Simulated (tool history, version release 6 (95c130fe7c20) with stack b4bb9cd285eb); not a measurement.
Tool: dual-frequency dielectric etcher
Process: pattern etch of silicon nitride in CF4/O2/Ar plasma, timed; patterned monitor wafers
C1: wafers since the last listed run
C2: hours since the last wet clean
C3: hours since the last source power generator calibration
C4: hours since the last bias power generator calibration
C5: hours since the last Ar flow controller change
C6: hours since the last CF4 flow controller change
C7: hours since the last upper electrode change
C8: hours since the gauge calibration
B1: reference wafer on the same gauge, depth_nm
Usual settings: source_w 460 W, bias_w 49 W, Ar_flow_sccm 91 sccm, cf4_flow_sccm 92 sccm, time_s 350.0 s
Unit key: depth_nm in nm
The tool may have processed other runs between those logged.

{"run": 1, "hour": 0.0, "source_w": 460, "bias_w": 49, "Ar_flow_sccm": 91, "cf4_flow_sccm": 92, "time_s": 350.0, "C1": 0, "C2": 392.3, "C3": 4017.6, "C4": 3576.4, "C5": 4828.8, "C6": 2952.3, "C7": 4246.4, "C8": 102.0, "B1": 497.6, "depth_nm": 638.8}
{"run": 2, "hour": 46.1, "source_w": 460, "bias_w": 49, "Ar_flow_sccm": 91, "cf4_flow_sccm": 92, "time_s": 350.0, "C1": 310, "C2": 438.4, "C3": 4063.7, "C4": 3622.5, "C5": 4874.9, "C6": 2998.4, "C7": 4292.5, "C8": 148.1, "B1": 498.6, "depth_nm": 641.6}
{"run": 3, "hour": 52.7, "source_w": 460, "bias_w": 49, "Ar_flow_sccm": 91, "cf4_flow_sccm": 92, "time_s": 350.0, "C1": 44, "C2": 445.0, "C3": 4070.3, "C4": 3629.1, "C5": 4881.5, "C6": 3005.0, "C7": 4299.1, "C8": 154.7, "B1": 497.6, "depth_nm": 640.1}
{"run": 4, "hour": 64.6, "source_w": 460, "bias_w": 49, "Ar_flow_sccm": 91, "cf4_flow_sccm": 92, "time_s": 350.0, "C1": 80, "C2": 456.9, "C3": 4082.2, "C4": 3641.0, "C5": 4893.4, "C6": 3016.9, "C7": 4311.0, "C8": 166.6, "B1": 497.7, "depth_nm": 640.2}
{"run": 5, "hour": 76.8, "source_w": 460, "bias_w": 49, "Ar_flow_sccm": 91, "cf4_flow_sccm": 92, "time_s": 350.0, "C1": 82, "C2": 469.1, "C3": 4094.4, "C4": 3653.2, "C5": 4905.6, "C6": 3029.1, "C7": 4323.2, "C8": 178.8, "B1": 497.2, "depth_nm": 641.9}
{"hour": 81.7, "done": "bias power generator calibrated"}
{"run": 6, "hour": 86.4, "source_w": 460, "bias_w": 49, "Ar_flow_sccm": 91, "cf4_flow_sccm": 92, "time_s": 350.0, "C1": 37, "C2": 478.7, "C3": 4104.0, "C4": 4.7, "C5": 4915.2, "C6": 3038.7, "C7": 4332.8, "C8": 188.4, "B1": 498.0, "depth_nm": 640.1}
{"run": 7, "hour": 111.8, "source_w": 460, "bias_w": 49, "Ar_flow_sccm": 91, "cf4_flow_sccm": 92, "time_s": 350.0, "C1": 170, "C2": 504.1, "C3": 4129.4, "C4": 30.1, "C5": 4940.6, "C6": 3064.1, "C7": 4358.2, "C8": 213.8, "B1": 498.1, "depth_nm": 646.6}
{"hour": 118.8, "done": "Ar flow controller replaced"}
{"run": 8, "hour": 121.2, "source_w": 500, "bias_w": 49, "Ar_flow_sccm": 91, "cf4_flow_sccm": 92, "time_s": 350.0, "C1": 22, "C2": 513.5, "C3": 4138.8, "C4": 39.5, "C5": 2.4, "C6": 3073.5, "C7": 4367.6, "C8": 223.2, "B1": 498.8, "depth_nm": 676.7}
{"run": 9, "hour": 136.4, "source_w": 500, "bias_w": 49, "Ar_flow_sccm": 91, "cf4_flow_sccm": 92, "time_s": 350.0, "C1": 102, "C2": 528.7, "C3": 4154.0, "C4": 54.7, "C5": 17.6, "C6": 3088.7, "C7": 4382.8, "C8": 238.4, "B1": 498.3, "depth_nm": 677.9}
{"hour": 155.7, "done": "gauge calibrated"}
{"hour": 174.5, "done": "CF4 flow controller replaced"}
{"hour": 177.2, "done": "wet clean of the chamber"}
{"hour": 186.4, "done": "upper electrode replaced"}
{"run": 10, "hour": 186.9, "source_w": 390, "bias_w": 46, "Ar_flow_sccm": 91, "cf4_flow_sccm": 80, "time_s": 350.0, "C1": 218, "C2": 9.7, "C3": 4204.5, "C4": 105.2, "C5": 68.1, "C6": 12.4, "C7": 0.5, "C8": 31.2, "B1": 498.0, "depth_nm": 520.8}
{"run": 11, "hour": 187.4, "source_w": 380, "bias_w": 49, "Ar_flow_sccm": 97, "cf4_flow_sccm": 92, "time_s": 409.0, "C1": 3, "C2": 10.2, "C3": 4205.0, "C4": 105.7, "C5": 68.6, "C6": 12.9, "C7": 1.0, "C8": 31.7, "B1": 498.2, "depth_nm": 637.3}
{"run": 12, "hour": 201.6, "source_w": 460, "bias_w": 49, "Ar_flow_sccm": 91, "cf4_flow_sccm": 111, "time_s": 446.5, "C1": 95, "C2": 24.4, "C3": 4219.2, "C4": 119.9, "C5": 82.8, "C6": 27.1, "C7": 15.2, "C8": 45.9, "B1": 497.5, "depth_nm": 807.4}
{"run": 13, "hour": 218.9, "source_w": 460, "bias_w": 49, "Ar_flow_sccm": 91, "cf4_flow_sccm": 92, "time_s": 350.0, "C1": 116, "C2": 41.7, "C3": 4236.5, "C4": 137.2, "C5": 100.1, "C6": 44.4, "C7": 32.5, "C8": 63.2, "B1": 498.3, "depth_nm": 615.7}
{"hour": 232.4, "done": "source power generator calibrated"}
{"run": 14, "hour": 232.9, "source_w": 550, "bias_w": 49, "Ar_flow_sccm": 111, "cf4_flow_sccm": 75, "time_s": 420.5, "C1": 67, "C2": 55.7, "C3": 0.5, "C4": 151.2, "C5": 114.1, "C6": 58.4, "C7": 46.5, "C8": 77.2, "B1": 498.4, "depth_nm": 766.7}
{"run": 15, "hour": 245.5, "source_w": 570, "bias_w": 54, "Ar_flow_sccm": 84, "cf4_flow_sccm": 92, "time_s": 350.0, "C1": 84, "C2": 68.3, "C3": 13.1, "C4": 163.8, "C5": 126.7, "C6": 71.0, "C7": 59.1, "C8": 89.8, "B1": 496.9, "depth_nm": 747.1}
{"run": 16, "hour": 259.9, "source_w": 460, "bias_w": 43, "Ar_flow_sccm": 99, "cf4_flow_sccm": 113, "time_s": 402.0, "C1": 96, "C2": 82.7, "C3": 27.5, "C4": 178.2, "C5": 141.1, "C6": 85.4, "C7": 73.5, "C8": 104.2, "B1": 497.6, "depth_nm": 676.4}
{"run": 17, "hour": 267.1, "source_w": 460, "bias_w": 49, "Ar_flow_sccm": 91, "cf4_flow_sccm": 92, "time_s": 350.0, "C1": 48, "C2": 89.9, "C3": 34.7, "C4": 185.4, "C5": 148.3, "C6": 92.6, "C7": 80.7, "C8": 111.4, "B1": 497.1, "depth_nm": 612.4}
{"run": 18, "hour": 273.9, "source_w": 560, "bias_w": 39, "Ar_flow_sccm": 102, "cf4_flow_sccm": 92, "time_s": 399.5, "C1": 45, "C2": 96.7, "C3": 41.5, "C4": 192.2, "C5": 155.1, "C6": 99.4, "C7": 87.5, "C8": 118.2, "B1": 497.7, "depth_nm": 692.6}
{"run": 19, "hour": 285.0, "source_w": 510, "bias_w": 40, "Ar_flow_sccm": 91, "cf4_flow_sccm": 86, "time_s": 271.5, "C1": 74, "C2": 107.8, "C3": 52.6, "C4": 203.3, "C5": 166.2, "C6": 110.5, "C7": 98.6, "C8": 129.3, "B1": 497.1, "depth_nm": 448.3}
{"run": 20, "hour": 303.0, "source_w": 460, "bias_w": 43, "Ar_flow_sccm": 113, "cf4_flow_sccm": 92, "time_s": 350.0, "C1": 121, "C2": 125.8, "C3": 70.6, "C4": 221.3, "C5": 184.2, "C6": 128.5, "C7": 116.6, "C8": 147.3, "B1": 498.0, "depth_nm": 558.8}

What will run 21 give?
{"run": 21, "hour": 313.0, "source_w": 340, "bias_w": 49, "Ar_flow_sccm": 110, "cf4_flow_sccm": 92, "time_s": 275.5, "C1": 67, "C2": 135.8, "C3": 80.6, "C4": 231.3, "C5": 194.2, "C6": 138.5, "C7": 126.6, "C8": 157.3, "B1": "?", "depth_nm": "?"}

B1: 498.6
depth_nm: 402.7 nm
Take away the tool's hidden state, keep the run-to-run variation as it was, and the same run would have given depth_nm 399.4 nm.
